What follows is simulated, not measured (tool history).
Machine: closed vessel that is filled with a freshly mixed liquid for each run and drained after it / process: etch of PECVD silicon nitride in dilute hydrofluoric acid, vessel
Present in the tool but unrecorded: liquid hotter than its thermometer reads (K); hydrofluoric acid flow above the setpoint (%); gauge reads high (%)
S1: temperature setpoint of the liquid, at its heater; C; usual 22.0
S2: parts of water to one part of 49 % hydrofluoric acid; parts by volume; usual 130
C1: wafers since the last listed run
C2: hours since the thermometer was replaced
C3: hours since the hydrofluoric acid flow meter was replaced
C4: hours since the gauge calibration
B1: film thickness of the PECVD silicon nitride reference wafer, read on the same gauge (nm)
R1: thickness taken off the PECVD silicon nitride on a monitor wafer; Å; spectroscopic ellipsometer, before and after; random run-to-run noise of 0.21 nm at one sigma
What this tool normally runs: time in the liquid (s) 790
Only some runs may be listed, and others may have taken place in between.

Run 1, day 0.000: usual settings but S2 145 parts by volume, time in the liquid (s) 975; C1 0; C2 125.4; C3 1102.4; C4 147.2; B1 100.87. Result: R1 336.6 Å.
Run 2, day 2.704: usual settings; C1 3053; C2 190.3; C3 1167.3; C4 212.1; B1 101.10. Result: R1 309.2 Å.
At day 5.833: hydrofluoric acid flow meter replaced.
Run 3, day 6.712: usual settings; C1 4479; C2 286.5; C3 21.1; C4 308.3; B1 101.42. Result: R1 309.6 Å.
Run 4, day 9.292: usual settings; C1 2912; C2 348.4; C3 83.0; C4 370.2; B1 101.59. Result: R1 313.3 Å.
Run 5, day 12.683: usual settings; C1 3830; C2 429.8; C3 164.4; C4 451.6; B1 101.87. Result: R1 312.6 Å.
Run 6, day 15.538: usual settings; C1 3223; C2 498.3; C3 232.9; C4 520.1; B1 102.12. Result: R1 312.9 Å.
Run 7, day 18.533: usual settings but time in the liquid (s) 1135; C1 3383; C2 570.2; C3 304.8; C4 592.0; B1 102.34. Result: R1 449.2 Å.
Run 8, day 20.738: usual settings but S2 170 parts by volume, time in the liquid (s) 495; C1 2489; C2 623.1; C3 357.7; C4 644.9; B1 102.46. Result: R1 150.3 Å.
Run 9, day 30.833: usual settings but S2 170 parts by volume, time in the liquid (s) 495; C1 11401; C2 865.4; C3 600.0; C4 887.2; B1 103.27. Result: R1 152.0 Å.
Run 10, day 33.712: usual settings but S2 170 parts by volume, time in the liquid (s) 495; C1 3251; C2 934.5; C3 669.1; C4 956.3; B1 103.49. Result: R1 153.6 Å.
Run 11, day 37.746: usual settings; C1 4555; C2 1031.3; C3 765.9; C4 1053.1; B1 103.83. Result: R1 313.2 Å.
Run 12, day 41.767: usual settings; C1 4540; C2 1127.8; C3 862.4; C4 1149.6; B1 104.12. Result: R1 316.4 Å.
Run 13, day 44.808: usual settings; C1 3435; C2 1200.8; C3 935.4; C4 1222.6; B1 104.37. Result: R1 320.0 Å.
Run 14, day 47.975: usual settings; C1 3576; C2 1276.8; C3 1011.4; C4 1298.6; B1 104.60. Result: R1 318.4 Å.
Run 15, day 51.283: usual settings but S2 100 parts by volume, time in the liquid (s) 1200; C1 3736; C2 1356.2; C3 1090.8; C4 1378.0; B1 104.87. Result: R1 627.9 Å.
Run 16, day 54.896: usual settings but S2 150 parts by volume, time in the liquid (s) 640; C1 4079; C2 1442.9; C3 1177.5; C4 1464.7; B1 105.19. Result: R1 225.1 Å.
Run 17, day 56.596: usual settings; C1 1919; C2 1483.7; C3 1218.3; C4 1505.5; B1 105.27. Result: R1 323.1 Å.
At day 57.879: thermometer replaced.
At day 61.008: gauge calibrated.
At day 62.583: hydrofluoric acid flow meter replaced.
Run 18, day 64.025: usual settings but S1 25.5 C, S2 170 parts by volume, time in the liquid (s) 560; C1 8296; C2 147.5; C3 34.6; C4 72.4; B1 100.37. Result: R1 209.9 Å.
Run 19, day 67.696: usual settings but S1 27.0 C; C1 4145; C2 235.6; C3 122.7; C4 160.5; B1 100.64. Result: R1 424.1 Å.
Run 20, day 70.417: usual settings but S2 170 parts by volume, time in the liquid (s) 495; C1 3072; C2 300.9; C3 188.0; C4 225.8; B1 100.88. Result: R1 147.3 Å.
Run 21, day 73.204: usual settings; C1 3148; C2 367.8; C3 254.9; C4 292.7; B1 101.08. Result: R1 306.2 Å.
Run 22, day 74.950: usual settings; C1 1971; C2 409.7; C3 296.8; C4 334.6; B1 101.19. Result: R1 308.4 Å.
Run 23, day 78.054: usual settings but time in the liquid (s) 430; C1 3505; C2 484.2; C3 371.3; C4 409.1; B1 101.40. Result: R1 170.9 Å.
Run 24, day 81.104: usual settings but S1 25.5 C, S2 190 parts by volume; C1 3444; C2 557.4; C3 444.5; C4 482.3; B1 101.66. Result: R1 267.8 Å.
Run 25, day 84.496: usual settings but S1 18.0 C, S2 70 parts by volume, time in the liquid (s) 575; C1 3830; C2 638.8; C3 525.9; C4 563.7; B1 101.92. Result: R1 318.3 Å.
Run 26, day 90.029: usual settings but S1 18.5 C, S2 185 parts by volume, time in the liquid (s) 445; C1 6249; C2 771.6; C3 658.7; C4 696.5; B1 102.39. Result: R1 97.3 Å.
Run 27, day 93.521: usual settings but S1 19.5 C, S2 95 parts by volume, time in the liquid (s) 650; C1 3943; C2 855.4; C3 742.5; C4 780.3; B1 102.62. Result: R1 297.2 Å.
Run 28, day 96.467: usual settings but time in the liquid (s) 390; C1 3326; C2 926.1; C3 813.2; C4 851.0; B1 102.90. Result: R1 155.0 Å.
Run 29, day 100.075: usual settings but time in the liquid (s) 355; C1 4075; C2 1012.7; C3 899.8; C4 937.6; B1 103.18. Result: R1 143.3 Å.

4 ways to go on from here, each from the tool as it stands after run 29. What would each give?
Run A, day 100.112: usual settings; C1 42; C2 1013.6; C3 900.7; C4 938.5; B1 ?. Result: R1 ?.
Run B, day 100.112: usual settings but S2 100 parts by volume; C1 42; C2 1013.6; C3 900.7; C4 938.5; B1 ?. Result: R1 ?.
Run C, day 100.112: usual settings but S1 20.5 C, time in the liquid (s) 1250; C1 42; C2 1013.6; C3 900.7; C4 938.5; B1 ?. Result: R1 ?.
Run D, day 100.112: usual settings but S2 155 parts by volume; C1 42; C2 1013.6; C3 900.7; C4 938.5; B1 ?. Result: R1 ?.

run      B1     R1
  A  103.18  314.9
  B  103.18  407.4
  C  103.18  450.9
  D  103.18  264.9
Had the tool no hidden state, the same runs would have come out as:
run     R1
  A  305.2
  B  394.9
  C  437.0
  D  256.8
